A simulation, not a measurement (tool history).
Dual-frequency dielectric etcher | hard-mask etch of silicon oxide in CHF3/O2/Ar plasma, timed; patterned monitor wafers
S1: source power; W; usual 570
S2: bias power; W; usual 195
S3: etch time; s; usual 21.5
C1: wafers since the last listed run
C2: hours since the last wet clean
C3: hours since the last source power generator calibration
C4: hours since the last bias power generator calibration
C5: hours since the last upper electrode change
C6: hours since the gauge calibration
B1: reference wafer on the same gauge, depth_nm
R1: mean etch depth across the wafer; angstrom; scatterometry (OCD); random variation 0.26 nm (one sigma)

run 1 hour=0.0 | S1=570 S2=195 S3=17.5 | C1=0 C2=377.7 C3=3400.9 C4=1110.8 C5=1733.9 C6=1487.3 | B1=38.18 | R1=307.2
run 2 hour=87.1 | S1=570 S2=195 S3=21.5 | C1=1766 C2=464.8 C3=3488.0 C4=1197.9 C5=1821.0 C6=1574.4 | B1=38.28 | R1=376.8
-- hour=138.8 wet clean of the chamber
run 3 hour=139.3 | S1=570 S2=195 S3=21.5 | C1=571 C2=0.5 C3=3540.2 C4=1250.1 C5=1873.2 C6=1626.6 | B1=38.21 | R1=398.9
run 4 hour=181.6 | S1=570 S2=195 S3=21.5 | C1=857 C2=42.8 C3=3582.5 C4=1292.4 C5=1915.5 C6=1668.9 | B1=38.22 | R1=396.7
run 5 hour=276.2 | S1=570 S2=195 S3=21.5 | C1=1918 C2=137.4 C3=3677.1 C4=1387.0 C5=2010.1 C6=1763.5 | B1=38.27 | R1=394.4
run 6 hour=337.1 | S1=460 S2=230 S3=21.5 | C1=1235 C2=198.3 C3=3738.0 C4=1447.9 C5=2071.0 C6=1824.4 | B1=38.17 | R1=361.7
run 7 hour=423.4 | S1=570 S2=195 S3=21.5 | C1=1750 C2=284.6 C3=3824.3 C4=1534.2 C5=2157.3 C6=1910.7 | B1=38.13 | R1=386.3
run 8 hour=460.8 | S1=570 S2=195 S3=21.5 | C1=758 C2=322.0 C3=3861.7 C4=1571.6 C5=2194.7 C6=1948.1 | B1=38.19 | R1=382.5
run 9 hour=501.4 | S1=570 S2=195 S3=21.5 | C1=823 C2=362.6 C3=3902.3 C4=1612.2 C5=2235.3 C6=1988.7 | B1=38.24 | R1=380.8
run 10 hour=561.5 | S1=570 S2=195 S3=25.5 | C1=1218 C2=422.7 C3=3962.4 C4=1672.3 C5=2295.4 C6=2048.8 | B1=38.19 | R1=448.6
run 11 hour=627.6 | S1=510 S2=195 S3=21.5 | C1=1340 C2=488.8 C3=4028.5 C4=1738.4 C5=2361.5 C6=2114.9 | B1=38.20 | R1=353.1
-- hour=657.3 upper electrode replaced, of another model than before
run 12 hour=675.6 | S1=650 S2=148 S3=21.5 | C1=486 C2=536.8 C3=4076.5 C4=1786.4 C5=18.3 C6=2162.9 | B1=38.24 | R1=351.1
-- hour=770.6 wet clean of the chamber
run 13 hour=771.1 | S1=480 S2=149 S3=21.5 | C1=1450 C2=0.5 C3=4172.0 C4=1881.9 C5=113.8 C6=2258.4 | B1=38.07 | R1=321.3
run 14 hour=819.7 | S1=570 S2=195 S3=21.5 | C1=985 C2=49.1 C3=4220.6 C4=1930.5 C5=162.4 C6=2307.0 | B1=38.16 | R1=396.2
-- hour=863.0 source power generator calibrated
run 15 hour=920.4 | S1=570 S2=178 S3=25.0 | C1=1961 C2=149.8 C3=57.4 C4=2031.2 C5=263.1 C6=2407.7 | B1=38.26 | R1=434.4
run 16 hour=968.1 | S1=500 S2=216 S3=17.5 | C1=967 C2=197.5 C3=105.1 C4=2078.9 C5=310.8 C6=2455.4 | B1=38.20 | R1=309.4
-- hour=995.9 gauge calibrated
run 17 hour=1068.2 | S1=620 S2=222 S3=27.5 | C1=2030 C2=297.6 C3=205.2 C4=2179.0 C5=410.9 C6=72.3 | B1=38.19 | R1=544.0
run 18 hour=1120.6 | S1=570 S2=212 S3=21.5 | C1=1062 C2=350.0 C3=257.6 C4=2231.4 C5=463.3 C6=124.7 | B1=38.18 | R1=399.9
-- hour=1153.0 bias power generator calibrated
run 19 hour=1190.9 | S1=570 S2=195 S3=21.5 | C1=1344 C2=420.3 C3=327.9 C4=37.9 C5=533.6 C6=195.0 | B1=38.21 | R1=376.9
run 20 hour=1259.3 | S1=570 S2=195 S3=21.5 | C1=1387 C2=488.7 C3=396.3 C4=106.3 C5=602.0 C6=263.4 | B1=38.16 | R1=375.0
-- hour=1331.0 wet clean of the chamber
run 21 hour=1337.6 | S1=570 S2=219 S3=15.0 | C1=1101 C2=6.6 C3=474.6 C4=184.6 C5=680.3 C6=341.7 | B1=38.20 | R1=295.5
run 22 hour=1435.2 | S1=570 S2=164 S3=20.0 | C1=1979 C2=104.2 C3=572.2 C4=282.2 C5=777.9 C6=439.3 | B1=38.33 | R1=337.3
run 23 hour=1534.7 | S1=690 S2=195 S3=16.0 | C1=2017 C2=203.7 C3=671.7 C4=381.7 C5=877.4 C6=538.8 | B1=38.25 | R1=319.2
run 24 hour=1636.5 | S1=570 S2=195 S3=21.5 | C1=2064 C2=305.5 C3=773.5 C4=483.5 C5=979.2 C6=640.6 | B1=38.16 | R1=389.9
run 25 hour=1686.8 | S1=620 S2=235 S3=16.0 | C1=1020 C2=355.8 C3=823.8 C4=533.8 C5=1029.5 C6=690.9 | B1=38.20 | R1=328.4
run 26 hour=1734.0 | S1=570 S2=195 S3=21.5 | C1=957 C2=403.0 C3=871.0 C4=581.0 C5=1076.7 C6=738.1 | B1=38.09 | R1=383.6
run 27 hour=1798.8 | S1=690 S2=228 S3=26.0 | C1=1314 C2=467.8 C3=935.8 C4=645.8 C5=1141.5 C6=802.9 | B1=38.20 | R1=541.2
run 28 hour=1838.4 | S1=480 S2=195 S3=27.0 | C1=803 C2=507.4 C3=975.4 C4=685.4 C5=1181.1 C6=842.5 | B1=38.11 | R1=441.9
run 29 hour=1910.6 | S1=640 S2=195 S3=21.5 | C1=1464 C2=579.6 C3=1047.6 C4=757.6 C5=1253.3 C6=914.7 | B1=38.15 | R1=403.1

Hidden state or all else? Some run-to-run changes of R1, split into what the settings, what came in and random variation would give without the hidden state, and what is left for the hidden state (with any gauge scatter that isn't in both results):
The hidden state here: etch rate over this chamber's usual, %; source power that arrives over what is set, %; bias power that arrives over what is set, %; gauge reads high (%).
Run 2 -> 3: wet clean of the chamber. R1 +22.1 angstrom: hidden state +18.5, all else +3.6.
Run 16 -> 17: S1 500 -> 620, S2 216 -> 222, S3 17.5 -> 27.5, gauge calibrated. R1 +234.6 angstrom: hidden state -10.0, all else +244.6.
Run 20 -> 21: S2 195 -> 219, S3 21.5 -> 15.0, wet clean of the chamber. R1 -79.5 angstrom: hidden state +20.6, all else -100.1.
Run 26 -> 27: S1 570 -> 690, S2 195 -> 228, S3 21.5 -> 26.0. R1 +157.6 angstrom: hidden state -8.6, all else +166.2.
